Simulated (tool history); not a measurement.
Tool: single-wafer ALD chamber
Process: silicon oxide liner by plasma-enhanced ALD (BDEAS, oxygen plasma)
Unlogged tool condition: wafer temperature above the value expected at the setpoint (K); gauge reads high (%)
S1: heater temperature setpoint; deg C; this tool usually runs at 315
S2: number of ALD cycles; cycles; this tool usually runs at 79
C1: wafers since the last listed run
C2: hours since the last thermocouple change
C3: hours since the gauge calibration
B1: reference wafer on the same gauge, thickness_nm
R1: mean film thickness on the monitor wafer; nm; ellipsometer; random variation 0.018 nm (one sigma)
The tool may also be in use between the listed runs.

{"run": 1, "hour": 0.0, "S1": 307, "S2": 79, "C1": 0, "C2": 1963.4, "C3": 319.6, "B1": 6.677, "R1": 7.166}
{"run": 2, "hour": 7.7, "S1": 315, "S2": 79, "C1": 50, "C2": 1971.1, "C3": 327.3, "B1": 6.683, "R1": 7.117}
{"run": 3, "hour": 20.3, "S1": 315, "S2": 79, "C1": 82, "C2": 1983.7, "C3": 339.9, "B1": 6.687, "R1": 7.121}
{"run": 4, "hour": 36.4, "S1": 315, "S2": 79, "C1": 105, "C2": 1999.8, "C3": 356.0, "B1": 6.689, "R1": 7.126}
{"hour": 44.0, "done": "gauge calibrated"}
{"run": 5, "hour": 47.6, "S1": 320, "S2": 79, "C1": 73, "C2": 2011.0, "C3": 3.6, "B1": 6.602, "R1": 6.958}
{"run": 6, "hour": 61.6, "S1": 320, "S2": 79, "C1": 91, "C2": 2025.0, "C3": 17.6, "B1": 6.599, "R1": 6.961}
{"run": 7, "hour": 79.0, "S1": 320, "S2": 79, "C1": 114, "C2": 2042.4, "C3": 35.0, "B1": 6.604, "R1": 6.978}
{"run": 8, "hour": 86.3, "S1": 305, "S2": 79, "C1": 47, "C2": 2049.7, "C3": 42.3, "B1": 6.607, "R1": 7.12}
{"run": 9, "hour": 97.3, "S1": 305, "S2": 79, "C1": 72, "C2": 2060.7, "C3": 53.3, "B1": 6.607, "R1": 7.136}
{"run": 10, "hour": 115.1, "S1": 305, "S2": 79, "C1": 116, "C2": 2078.5, "C3": 71.1, "B1": 6.605, "R1": 7.127}
{"run": 11, "hour": 121.9, "S1": 315, "S2": 91, "C1": 44, "C2": 2085.3, "C3": 77.9, "B1": 6.615, "R1": 8.116}
{"run": 12, "hour": 135.3, "S1": 315, "S2": 79, "C1": 87, "C2": 2098.7, "C3": 91.3, "B1": 6.619, "R1": 7.05}
{"run": 13, "hour": 149.1, "S1": 315, "S2": 79, "C1": 90, "C2": 2112.5, "C3": 105.1, "B1": 6.625, "R1": 7.055}
{"run": 14, "hour": 161.8, "S1": 315, "S2": 79, "C1": 83, "C2": 2125.2, "C3": 117.8, "B1": 6.625, "R1": 7.06}
{"run": 15, "hour": 176.2, "S1": 315, "S2": 79, "C1": 94, "C2": 2139.6, "C3": 132.2, "B1": 6.626, "R1": 7.037}
{"run": 16, "hour": 183.3, "S1": 315, "S2": 79, "C1": 46, "C2": 2146.7, "C3": 139.3, "B1": 6.629, "R1": 7.026}
{"run": 17, "hour": 198.8, "S1": 315, "S2": 79, "C1": 101, "C2": 2162.2, "C3": 154.8, "B1": 6.64, "R1": 7.07}
{"run": 18, "hour": 214.5, "S1": 315, "S2": 79, "C1": 103, "C2": 2177.9, "C3": 170.5, "B1": 6.637, "R1": 7.071}
{"hour": 229.2, "done": "thermocouple changed; heater temperature recalibrated"}
{"run": 19, "hour": 229.7, "S1": 315, "S2": 79, "C1": 47, "C2": 0.5, "C3": 185.7, "B1": 6.635, "R1": 7.054}
{"run": 20, "hour": 232.2, "S1": 315, "S2": 79, "C1": 16, "C2": 3.0, "C3": 188.2, "B1": 6.644, "R1": 7.071}
{"run": 21, "hour": 249.0, "S1": 315, "S2": 79, "C1": 110, "C2": 19.8, "C3": 205.0, "B1": 6.647, "R1": 7.051}
{"run": 22, "hour": 265.4, "S1": 325, "S2": 79, "C1": 107, "C2": 36.2, "C3": 221.4, "B1": 6.649, "R1": 6.968}
{"run": 23, "hour": 273.7, "S1": 315, "S2": 79, "C1": 54, "C2": 44.5, "C3": 229.7, "B1": 6.653, "R1": 7.059}
{"run": 24, "hour": 284.6, "S1": 311, "S2": 90, "C1": 71, "C2": 55.4, "C3": 240.6, "B1": 6.659, "R1": 8.095}
{"run": 25, "hour": 297.2, "S1": 302, "S2": 79, "C1": 82, "C2": 68.0, "C3": 253.2, "B1": 6.653, "R1": 7.231}
{"run": 26, "hour": 308.8, "S1": 315, "S2": 79, "C1": 76, "C2": 79.6, "C3": 264.8, "B1": 6.664, "R1": 7.058}
{"run": 27, "hour": 320.9, "S1": 315, "S2": 79, "C1": 79, "C2": 91.7, "C3": 276.9, "B1": 6.669, "R1": 7.094}
{"run": 28, "hour": 328.4, "S1": 315, "S2": 79, "C1": 49, "C2": 99.2, "C3": 284.4, "B1": 6.674, "R1": 7.1}
{"run": 29, "hour": 341.3, "S1": 319, "S2": 90, "C1": 84, "C2": 112.1, "C3": 297.3, "B1": 6.666, "R1": 7.99}
{"run": 30, "hour": 353.4, "S1": 308, "S2": 64, "C1": 79, "C2": 124.2, "C3": 309.4, "B1": 6.681, "R1": 5.792}
{"run": 31, "hour": 371.3, "S1": 303, "S2": 73, "C1": 117, "C2": 142.1, "C3": 327.3, "B1": 6.683, "R1": 6.692}
{"run": 32, "hour": 378.6, "S1": 303, "S2": 83, "C1": 47, "C2": 149.4, "C3": 334.6, "B1": 6.679, "R1": 7.621}
{"run": 33, "hour": 386.7, "S1": 315, "S2": 79, "C1": 53, "C2": 157.5, "C3": 342.7, "B1": 6.682, "R1": 7.085}
{"run": 34, "hour": 392.7, "S1": 329, "S2": 68, "C1": 39, "C2": 163.5, "C3": 348.7, "B1": 6.686, "R1": 5.999}
{"run": 35, "hour": 412.5, "S1": 315, "S2": 79, "C1": 129, "C2": 183.3, "C3": 368.5, "B1": 6.684, "R1": 7.102}
{"run": 36, "hour": 420.0, "S1": 308, "S2": 65, "C1": 49, "C2": 190.8, "C3": 376.0, "B1": 6.691, "R1": 5.922}
{"hour": 428.8, "done": "gauge calibrated"}
{"run": 37, "hour": 437.4, "S1": 315, "S2": 79, "C1": 114, "C2": 208.2, "C3": 8.6, "B1": 6.601, "R1": 6.998}
{"run": 38, "hour": 444.7, "S1": 325, "S2": 74, "C1": 47, "C2": 215.5, "C3": 15.9, "B1": 6.599, "R1": 6.492}
{"run": 39, "hour": 461.0, "S1": 309, "S2": 67, "C1": 106, "C2": 231.8, "C3": 32.2, "B1": 6.603, "R1": 6.031}
{"run": 40, "hour": 477.1, "S1": 315, "S2": 79, "C1": 105, "C2": 247.9, "C3": 48.3, "B1": 6.606, "R1": 7.018}
{"run": 41, "hour": 489.6, "S1": 325, "S2": 79, "C1": 82, "C2": 260.4, "C3": 60.8, "B1": 6.611, "R1": 6.903}
{"run": 42, "hour": 504.5, "S1": 329, "S2": 85, "C1": 97, "C2": 275.3, "C3": 75.7, "B1": 6.609, "R1": 7.421}
{"run": 43, "hour": 522.4, "S1": 322, "S2": 65, "C1": 117, "C2": 293.2, "C3": 93.6, "B1": 6.622, "R1": 5.729}
{"run": 44, "hour": 533.1, "S1": 315, "S2": 79, "C1": 70, "C2": 303.9, "C3": 104.3, "B1": 6.612, "R1": 7.054}
{"run": 45, "hour": 549.2, "S1": 303, "S2": 79, "C1": 105, "C2": 320.0, "C3": 120.4, "B1": 6.628, "R1": 7.166}
{"run": 46, "hour": 559.3, "S1": 307, "S2": 70, "C1": 66, "C2": 330.1, "C3": 130.5, "B1": 6.639, "R1": 6.332}
{"run": 47, "hour": 567.4, "S1": 315, "S2": 79, "C1": 53, "C2": 338.2, "C3": 138.6, "B1": 6.636, "R1": 7.042}
{"run": 48, "hour": 579.7, "S1": 315, "S2": 79, "C1": 80, "C2": 350.5, "C3": 150.9, "B1": 6.633, "R1": 7.089}

Consider 3 possible next runs. They are alternatives, not a sequence: every one starts from the tool as it was left by run 48. What does each give?
{"run": "A", "hour": 580.2, "S1": 315, "S2": 79, "C1": 3, "C2": 351.0, "C3": 151.4, "B1": "?", "R1": "?"}
{"run": "B", "hour": 580.2, "S1": 308, "S2": 71, "C1": 3, "C2": 351.0, "C3": 151.4, "B1": "?", "R1": "?"}
{"run": "C", "hour": 580.2, "S1": 329, "S2": 79, "C1": 3, "C2": 351.0, "C3": 151.4, "B1": "?", "R1": "?"}

run=A B1=6.629 R1=7.078
run=B B1=6.629 R1=6.434
run=C B1=6.629 R1=6.917
Take away the tool's hidden state, keep each run's random variation, and the runs would have read:
run=A R1=7.031
run=B R1=6.391
run=C R1=6.871
